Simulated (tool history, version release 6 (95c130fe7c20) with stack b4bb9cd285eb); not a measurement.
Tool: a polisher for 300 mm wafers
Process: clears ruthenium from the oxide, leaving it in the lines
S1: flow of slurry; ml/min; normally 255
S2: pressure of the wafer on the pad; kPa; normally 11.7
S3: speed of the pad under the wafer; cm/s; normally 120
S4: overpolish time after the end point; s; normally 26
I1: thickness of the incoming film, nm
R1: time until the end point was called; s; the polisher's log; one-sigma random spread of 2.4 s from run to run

run	day	S1	S2	S3	S4	I1	R1
1	0	255	11.7	120	26	122.7	146.5
# day 0.088: head pressure recalibrated
2	0.833	255	11.7	120	26	120	141.2
3	1.579	255	11.7	120	26	120.1	148.3
4	2.992	255	11.7	120	26	119.5	148.5
5	3.596	255	11.7	120	26	120.9	150.3
# day 4.042: worn pad replaced by a new one
6	4.454	255	11.7	120	26	121.3	132.1
7	5.217	255	14.5	120	26	118.7	105.9
8	6.383	255	11.7	120	26	121.2	134.8
9	7.325	255	11.7	120	26	120.7	137.6
10	8.217	255	11.7	120	26	120.8	141.5
# day 8.362: slurry nozzle cleaned
11	8.733	255	11.7	120	26	120	143.1
12	9.933	255	11.7	120	26	118.2	143.2
# day 10.875: worn pad replaced by a new one
13	11.383	255	11.7	104	36	119.9	155
14	11.929	255	11.7	104	36	119.6	156.4
15	12.917	255	11.7	104	36	121.3	165
16	14.171	255	11.7	120	26	119.9	141.1
17	15.3	255	11.7	120	26	121.9	150.1
18	16.167	255	11.7	120	26	119	145.4
# day 16.938: worn pad replaced by a new one
19	17.217	255	11.7	120	26	121	131.3
20	18.658	255	14.5	120	26	119.8	111.9
21	19.367	255	11.7	120	26	119.7	134.5
22	20.475	220	11.7	94	41	120.3	178.6
23	21.312	255	11.7	120	26	119.5	145
# day 22.238: head pressure recalibrated
24	22.258	320	11.7	98	11	119.4	174.7
25	22.862	255	11.7	136	41	121.1	128.7
# day 23.35: slurry nozzle cleaned
26	23.375	255	10.3	120	26	118.8	172.3
# day 23.979: worn pad replaced by a new one
27	24.554	255	11.7	120	26	118.8	134.6
28	25.688	255	11.7	86	26	120.5	186.2
29	26.908	320	7.6	160	26	120.7	159
30	28.021	285	8.3	120	38	120.6	200.6
31	28.554	255	11.7	120	26	118.9	140.8
32	29.8	255	7.6	120	26	120.2	230.3
33	30.596	255	13.1	120	26	121	131
34	31.112	195	8.3	120	13	120.3	217.1
# day 31.308: worn pad replaced by a new one
35	32.546	255	13.1	120	20	120	118.9
36	33.783	255	9	98	13	118.2	219.4

Here are 5 independent what-if runs from the current tool condition. What would each one return?
A	33.804	255	11.7	88	26	119.4	?
B	33.804	255	9.7	120	26	119.4	?
C	33.804	205	14.5	104	41	119.4	?
D	33.804	255	11.7	98	26	119.4	?
E	33.804	310	8.3	108	12	119.4	?

run	R1
A	187.9
B	167.4
C	131.6
D	168.8
E	213.3
Take away the tool's hidden state, keep each run's random variation, and the runs would have read:
run	R1
A	175.8
B	156.5
C	123.1
D	157.8
E	199.5
